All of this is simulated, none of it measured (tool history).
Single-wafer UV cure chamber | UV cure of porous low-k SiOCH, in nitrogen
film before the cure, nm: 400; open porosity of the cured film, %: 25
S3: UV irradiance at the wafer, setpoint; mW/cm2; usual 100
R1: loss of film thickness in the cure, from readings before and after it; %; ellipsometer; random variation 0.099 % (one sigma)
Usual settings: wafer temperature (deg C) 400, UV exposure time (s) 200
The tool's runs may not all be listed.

{"run": 1, "day": 0.0, "wafer temperature (deg C)": 400, "UV exposure time (s)": 250, "S3": 100, "R1": 12.667}
{"run": 2, "day": 2.775, "wafer temperature (deg C)": 400, "UV exposure time (s)": 250, "S3": 100, "R1": 12.468}
{"run": 3, "day": 5.133, "wafer temperature (deg C)": 400, "UV exposure time (s)": 250, "S3": 100, "R1": 12.201}
{"run": 4, "day": 7.379, "wafer temperature (deg C)": 400, "UV exposure time (s)": 200, "S3": 100, "R1": 12.153}
{"run": 5, "day": 9.638, "wafer temperature (deg C)": 400, "UV exposure time (s)": 200, "S3": 100, "R1": 11.691}
{"run": 6, "day": 11.496, "wafer temperature (deg C)": 400, "UV exposure time (s)": 200, "S3": 100, "R1": 11.843}
{"run": 7, "day": 12.65, "wafer temperature (deg C)": 409, "UV exposure time (s)": 200, "S3": 117, "R1": 12.537}
{"run": 8, "day": 15.1, "wafer temperature (deg C)": 400, "UV exposure time (s)": 200, "S3": 100, "R1": 11.438}
{"run": 9, "day": 17.471, "wafer temperature (deg C)": 400, "UV exposure time (s)": 200, "S3": 100, "R1": 11.453}
{"run": 10, "day": 19.112, "wafer temperature (deg C)": 400, "UV exposure time (s)": 200, "S3": 100, "R1": 11.299}
{"run": 11, "day": 20.796, "wafer temperature (deg C)": 400, "UV exposure time (s)": 200, "S3": 100, "R1": 12.132}
{"run": 12, "day": 22.317, "wafer temperature (deg C)": 400, "UV exposure time (s)": 200, "S3": 100, "R1": 11.913}
{"run": 13, "day": 24.329, "wafer temperature (deg C)": 400, "UV exposure time (s)": 200, "S3": 100, "R1": 11.774}
{"run": 14, "day": 26.204, "wafer temperature (deg C)": 400, "UV exposure time (s)": 200, "S3": 100, "R1": 11.726}
{"run": 15, "day": 27.904, "wafer temperature (deg C)": 400, "UV exposure time (s)": 200, "S3": 100, "R1": 11.655}
{"run": 16, "day": 29.346, "wafer temperature (deg C)": 393, "UV exposure time (s)": 200, "S3": 71, "R1": 9.806}
{"run": 17, "day": 31.317, "wafer temperature (deg C)": 408, "UV exposure time (s)": 235, "S3": 128, "R1": 13.574}
{"run": 18, "day": 32.704, "wafer temperature (deg C)": 400, "UV exposure time (s)": 310, "S3": 69, "R1": 12.181}
{"run": 19, "day": 34.479, "wafer temperature (deg C)": 400, "UV exposure time (s)": 200, "S3": 100, "R1": 12.012}
{"run": 20, "day": 37.167, "wafer temperature (deg C)": 389, "UV exposure time (s)": 165, "S3": 79, "R1": 9.299}
{"run": 21, "day": 41.742, "wafer temperature (deg C)": 414, "UV exposure time (s)": 245, "S3": 135, "R1": 14.249}
{"run": 22, "day": 43.367, "wafer temperature (deg C)": 408, "UV exposure time (s)": 200, "S3": 100, "R1": 11.288}
{"run": 23, "day": 45.812, "wafer temperature (deg C)": 415, "UV exposure time (s)": 200, "S3": 100, "R1": 12.23}
{"run": 24, "day": 47.029, "wafer temperature (deg C)": 391, "UV exposure time (s)": 200, "S3": 112, "R1": 12.328}
{"run": 25, "day": 49.896, "wafer temperature (deg C)": 388, "UV exposure time (s)": 160, "S3": 123, "R1": 11.451}
{"run": 26, "day": 51.004, "wafer temperature (deg C)": 409, "UV exposure time (s)": 200, "S3": 100, "R1": 11.836}
{"run": 27, "day": 53.704, "wafer temperature (deg C)": 409, "UV exposure time (s)": 200, "S3": 117, "R1": 12.341}
{"run": 28, "day": 54.858, "wafer temperature (deg C)": 400, "UV exposure time (s)": 200, "S3": 100, "R1": 11.372}
{"run": 29, "day": 57.529, "wafer temperature (deg C)": 400, "UV exposure time (s)": 200, "S3": 100, "R1": 11.993}
{"run": 30, "day": 60.421, "wafer temperature (deg C)": 383, "UV exposure time (s)": 200, "S3": 73, "R1": 10.019}
{"run": 31, "day": 62.658, "wafer temperature (deg C)": 400, "UV exposure time (s)": 260, "S3": 100, "R1": 13.116}

Not shown: 6 entries that the log had between the listed runs. Between which runs, and how does the tool's hidden state differ before and after?
Between runs 3 and 4: quartz window cleaned (day 5.996)
  transmission lost against a clean window, %: 16.3 -> 2.72
  measured less the result without the state, R1: -0.869 -> -0.136 %
Between runs 10 and 11: quartz window cleaned (day 20.175)
  transmission lost against a clean window, %: 17.6 -> 0.995
  measured less the result without the state, R1: -0.945 -> -0.049 %
Between runs 17 and 18: quartz window cleaned (day 32.529)
  transmission lost against a clean window, %: 14.4 -> 2.9
  measured less the result without the state, R1: -0.785 -> -0.142 %
Between runs 22 and 23: quartz window cleaned (day 44.575)
  transmission lost against a clean window, %: 16.5 -> 2.98
  measured less the result without the state, R1: -0.861 -> -0.148 %
Between runs 24 and 25: UV bulbs replaced (day 47.804)
  transmission lost against a clean window, %: 4.53 -> 8.18
  measured less the result without the state, R1: -0.228 -> -0.412 %
Between runs 28 and 29: quartz window cleaned (day 57.217)
  transmission lost against a clean window, %: 14.5 -> 1.85
  measured less the result without the state, R1: -0.756 -> -0.090 %
